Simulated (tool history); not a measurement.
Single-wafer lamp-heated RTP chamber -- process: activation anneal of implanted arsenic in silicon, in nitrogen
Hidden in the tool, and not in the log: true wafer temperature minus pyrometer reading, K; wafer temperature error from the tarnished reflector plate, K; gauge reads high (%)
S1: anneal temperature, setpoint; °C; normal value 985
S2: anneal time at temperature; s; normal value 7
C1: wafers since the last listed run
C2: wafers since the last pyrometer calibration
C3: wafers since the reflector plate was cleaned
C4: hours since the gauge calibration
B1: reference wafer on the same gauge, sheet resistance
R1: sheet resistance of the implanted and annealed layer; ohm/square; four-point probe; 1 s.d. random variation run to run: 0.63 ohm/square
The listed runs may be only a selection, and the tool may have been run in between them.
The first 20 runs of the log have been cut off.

run   hour    S1  S2   C1    C2    C3     C4      B1      R1
 21  227.4   971   7  205   784   942  110.4  209.91  209.72
 22  237.2   997  10  114   899  1056  120.2  209.89  193.04
 23  244.9   957   3   89   989  1146  127.9   209.8  232.04
 24  255.3   985   7  121  1110  1268  138.3  209.74  201.41
 25  268.8   985   8  157  1268  1425  151.8  209.77  199.93
     287.1  -- pyrometer window cleaned and pyrometer calibrated
 26  287.6   985   7  126     5  1551  170.6  210.01  202.32
 27  291.3   995   3   43    48  1595  174.3  210.08   210.1
 28  308.9  1008   8  205   253  1800  191.9  209.97  191.39
 29  317.2   985   7   96   350  1897  200.2  210.13  202.18
 30  324.2  1010  10   81   432  1979  207.2  209.73  185.95
 31  337.1  1006   4  150   583  2129  220.1  209.67  202.17
 32  352.7   960   4  182   765  2311  235.7  210.27  223.72
 33  367.4   998   6  171   936  2483  250.4     210  199.85
 34  381.7   985   7  166  1103  2650  264.7  209.64  201.64
 35  393.7   967   9  140  1244  2790  276.7  210.21  206.28
 36  401.8  1003   9   94  1338  2885  284.8     210  190.81

Consider 5 possible next runs. They are alternatives, not a sequence: every one starts from the tool as it was left by run 36. What does each give?
  A  402.2  985  10   4  1343  2889  285.2   ?   ?
  B  402.2  995  11   4  1343  2889  285.2   ?   ?
  C  402.2  967  11   4  1343  2889  285.2   ?   ?
  D  402.2  970  11   4  1343  2889  285.2   ?   ?
  E  402.2  977   9   4  1343  2889  285.2   ?   ?

run      B1      R1
  A  209.64  196.71
  B  209.64  191.02
  C  209.64  203.13
  D  209.64  201.75
  E  209.64  201.68
Stripped of hidden state, with their random variation kept, the same runs would have yielded:
run      R1
  A  199.03
  B  193.37
  C  205.76
  D  204.29
  E  204.16

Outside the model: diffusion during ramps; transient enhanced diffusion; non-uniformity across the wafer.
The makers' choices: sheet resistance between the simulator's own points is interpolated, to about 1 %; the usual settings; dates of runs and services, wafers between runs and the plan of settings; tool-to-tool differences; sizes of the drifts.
